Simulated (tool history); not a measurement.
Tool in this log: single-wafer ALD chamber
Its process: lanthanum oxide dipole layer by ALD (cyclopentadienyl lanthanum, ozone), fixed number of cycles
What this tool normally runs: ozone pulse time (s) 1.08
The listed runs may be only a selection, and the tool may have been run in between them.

| run | hour | ozone pulse time (s) | wafers since the last listed run | hours since the last thermocouple change | hours since the last ozone generator service | hours since the showerhead was replaced | hours since the gauge calibration | read-back reference wafer on the same gauge, thickness_nm | mean film thickness on the monitor wafer (nm) |
|---|---|---|---|---|---|---|---|---|---|
| 1 | 0.0 | 0.81 | 0 | 698.3 | 327.7 | 4885.5 | 351.1 | 0.477 | 0.418 |
| 2 | 94.3 | 0.81 | 995 | 792.6 | 422.0 | 4979.8 | 445.4 | 0.477 | 0.418 |
| 3 | 187.1 | 1.08 | 979 | 885.4 | 514.8 | 5072.6 | 538.2 | 0.477 | 0.477 |
| 4 | 247.9 | 1.08 | 641 | 946.2 | 575.6 | 5133.4 | 599.0 | 0.477 | 0.477 |
| 5 | 345.3 | 1.40 | 1027 | 1043.6 | 673.0 | 5230.8 | 696.4 | 0.477 | 0.516 |
| 6 | 398.4 | 1.08 | 560 | 1096.7 | 726.1 | 5283.9 | 749.5 | 0.477 | 0.477 |
| 7 | 486.6 | 1.08 | 930 | 1184.9 | 814.3 | 5372.1 | 837.7 | 0.477 | 0.475 |
| 8 | 554.9 | 1.08 | 720 | 1253.2 | 882.6 | 5440.4 | 906.0 | 0.477 | 0.473 |
| 9 | 624.1 | 0.77 | 730 | 1322.4 | 951.8 | 5509.6 | 975.2 | 0.477 | 0.400 |
|  | 656.3 | thermocouple changed; heater temperature recalibrated |
|  | 681.6 | ozone generator serviced |
|  | 693.1 | gauge calibrated |
| 10 | 702.3 | 0.77 | 656 | 46.0 | 20.7 | 5587.8 | 9.2 | 0.477 | 0.414 |
| 11 | 806.4 | 1.08 | 1098 | 150.1 | 124.8 | 5691.9 | 113.3 | 0.477 | 0.485 |
| 12 | 908.8 | 0.84 | 1080 | 252.5 | 227.2 | 5794.3 | 215.7 | 0.477 | 0.428 |
|  | 969.1 | showerhead replaced |
| 13 | 1141.4 | 1.33 | 2370 | 485.1 | 459.8 | 172.3 | 448.3 | 0.477 | 0.509 |
| 14 | 1180.0 | 1.46 | 407 | 523.7 | 498.4 | 210.9 | 486.9 | 0.477 | 0.519 |
| 15 | 1234.8 | 0.97 | 578 | 578.5 | 553.2 | 265.7 | 541.7 | 0.477 | 0.457 |
| 16 | 1293.0 | 0.75 | 614 | 636.7 | 611.4 | 323.9 | 599.9 | 0.476 | 0.394 |
| 17 | 1399.8 | 0.93 | 1127 | 743.5 | 718.2 | 430.7 | 706.7 | 0.477 | 0.443 |
| 18 | 1471.6 | 1.50 | 757 | 815.3 | 790.0 | 502.5 | 778.5 | 0.477 | 0.520 |
| 19 | 1512.8 | 0.95 | 434 | 856.5 | 831.2 | 543.7 | 819.7 | 0.477 | 0.448 |
| 20 | 1601.4 | 1.08 | 934 | 945.1 | 919.8 | 632.3 | 908.3 | 0.477 | 0.472 |
| 21 | 1657.7 | 1.08 | 594 | 1001.4 | 976.1 | 688.6 | 964.6 | 0.477 | 0.475 |

Here are 4 independent what-if runs from the current tool condition. What would each one return?
| A | 1658.1 | 0.71 | 4 | 1001.8 | 976.5 | 689.0 | 965.0 | ? | ? |
| B | 1658.1 | 1.27 | 4 | 1001.8 | 976.5 | 689.0 | 965.0 | ? | ? |
| C | 1658.1 | 0.87 | 4 | 1001.8 | 976.5 | 689.0 | 965.0 | ? | ? |
| D | 1658.1 | 1.42 | 4 | 1001.8 | 976.5 | 689.0 | 965.0 | ? | ? |

| run | read-back reference wafer on the same gauge, thickness_nm | mean film thickness on the monitor wafer (nm) |
|---|---|---|
| A | 0.477 | 0.376 |
| B | 0.477 | 0.502 |
| C | 0.477 | 0.428 |
| D | 0.477 | 0.517 |
What these runs would have given with no unlogged condition in the tool:
| run | mean film thickness on the monitor wafer (nm) |
|---|---|
| A | 0.400 |
| B | 0.516 |
| C | 0.450 |
| D | 0.528 |
